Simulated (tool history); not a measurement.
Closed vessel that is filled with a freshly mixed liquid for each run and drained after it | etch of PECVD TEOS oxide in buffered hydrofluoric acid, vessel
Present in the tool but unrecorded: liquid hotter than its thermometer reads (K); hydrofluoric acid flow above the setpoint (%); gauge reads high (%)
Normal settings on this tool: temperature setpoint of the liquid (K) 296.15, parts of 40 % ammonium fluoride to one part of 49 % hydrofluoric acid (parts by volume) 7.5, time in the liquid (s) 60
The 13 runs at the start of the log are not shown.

| run | hour | temperature setpoint of the liquid (K) | parts of 40 % ammonium fluoride to one part of 49 % hydrofluoric acid (parts by volume) | time in the liquid (s) | wafers since the last listed run | hours since the thermometer was replaced | hours since the hydrofluoric acid flow meter was replaced | hours since the gauge calibration | read-back film thickness of the PECVD TEOS oxide reference wafer, read on the same gauge (nm) | thickness taken off the PECVD TEOS oxide on a monitor wafer (angstrom) |
|---|---|---|---|---|---|---|---|---|---|---|
|  | 536.2 | thermometer replaced |
| 14 | 538.6 | 293.65 | 7.5 | 60 | 3953 | 2.4 | 360.4 | 508.6 | 149.98 | 1037.8 |
| 15 | 596.1 | 292.65 | 8.5 | 60 | 6889 | 59.9 | 417.9 | 566.1 | 149.99 | 861.6 |
|  | 653.4 | hydrofluoric acid flow meter replaced |
| 16 | 665.6 | 294.65 | 7.5 | 95 | 8207 | 129.4 | 12.2 | 635.6 | 149.99 | 1734.9 |
| 17 | 723.3 | 296.15 | 7.5 | 60 | 6913 | 187.1 | 69.9 | 693.3 | 149.98 | 1187.9 |
| 18 | 840.3 | 296.15 | 7.5 | 60 | 14018 | 304.1 | 186.9 | 810.3 | 150.01 | 1192.6 |
| 19 | 872.3 | 296.15 | 6.0 | 60 | 3834 | 336.1 | 218.9 | 842.3 | 150.03 | 1464.5 |
| 20 | 930.8 | 296.15 | 7.5 | 80 | 7009 | 394.6 | 277.4 | 900.8 | 149.98 | 1598.4 |
| 21 | 969.9 | 294.15 | 6.5 | 60 | 4684 | 433.7 | 316.5 | 939.9 | 150.00 | 1223.2 |
| 22 | 1014.7 | 296.15 | 7.5 | 30 | 5367 | 478.5 | 361.3 | 984.7 | 150.01 | 597.8 |
| 23 | 1083.0 | 299.15 | 10.0 | 35 | 8183 | 546.8 | 429.6 | 1053.0 | 150.02 | 622.9 |
|  | 1136.2 | hydrofluoric acid flow meter replaced |
| 24 | 1138.0 | 296.15 | 7.5 | 60 | 6470 | 601.8 | 1.8 | 1108.0 | 149.99 | 1188.2 |
|  | 1157.6 | gauge calibrated |
| 25 | 1178.9 | 291.65 | 5.5 | 60 | 4900 | 642.7 | 42.7 | 21.3 | 150.01 | 1225.7 |
| 26 | 1218.7 | 296.15 | 7.5 | 60 | 4768 | 682.5 | 82.5 | 61.1 | 150.01 | 1191.4 |
| 27 | 1275.9 | 298.65 | 5.0 | 60 | 6853 | 739.7 | 139.7 | 118.3 | 149.95 | 1969.2 |
| 28 | 1306.7 | 296.15 | 7.5 | 40 | 3690 | 770.5 | 170.5 | 149.1 | 150.00 | 785.2 |
|  | 1346.9 | thermometer replaced |
| 29 | 1367.6 | 291.65 | 6.5 | 45 | 7177 | 20.7 | 231.4 | 210.0 | 149.98 | 805.3 |
| 30 | 1404.3 | 298.65 | 9.0 | 60 | 4397 | 57.4 | 268.1 | 246.7 | 149.99 | 1129.6 |
| 31 | 1456.2 | 292.65 | 7.5 | 75 | 6218 | 109.3 | 320.0 | 298.6 | 149.98 | 1217.8 |
| 32 | 1505.0 | 296.15 | 5.0 | 60 | 5847 | 158.1 | 368.8 | 347.4 | 150.02 | 1711.7 |
| 33 | 1561.5 | 296.15 | 5.0 | 50 | 6769 | 214.6 | 425.3 | 403.9 | 149.99 | 1430.5 |
| 34 | 1627.3 | 297.65 | 7.5 | 50 | 7884 | 280.4 | 491.1 | 469.7 | 150.00 | 1074.3 |

Consider 3 possible next runs. They are alternatives, not a sequence: every one starts from the tool as it was left by run 34. What does each give?
| A | 1628.0 | 296.15 | 7.5 | 60 | 83 | 281.1 | 491.8 | 470.4 | ? | ? |
| B | 1628.0 | 296.15 | 9.5 | 60 | 83 | 281.1 | 491.8 | 470.4 | ? | ? |
| C | 1628.0 | 298.65 | 7.5 | 30 | 83 | 281.1 | 491.8 | 470.4 | ? | ? |

| run | read-back film thickness of the PECVD TEOS oxide reference wafer, read on the same gauge (nm) | thickness taken off the PECVD TEOS oxide on a monitor wafer (angstrom) |
|---|---|---|
| A | 150.03 | 1194.0 |
| B | 150.03 | 947.2 |
| C | 150.03 | 683.9 |
Had the tool no hidden state, the same runs would have come out as:
| run | thickness taken off the PECVD TEOS oxide on a monitor wafer (angstrom) |
|---|---|
| A | 1194.0 |
| B | 947.2 |
| C | 683.9 |
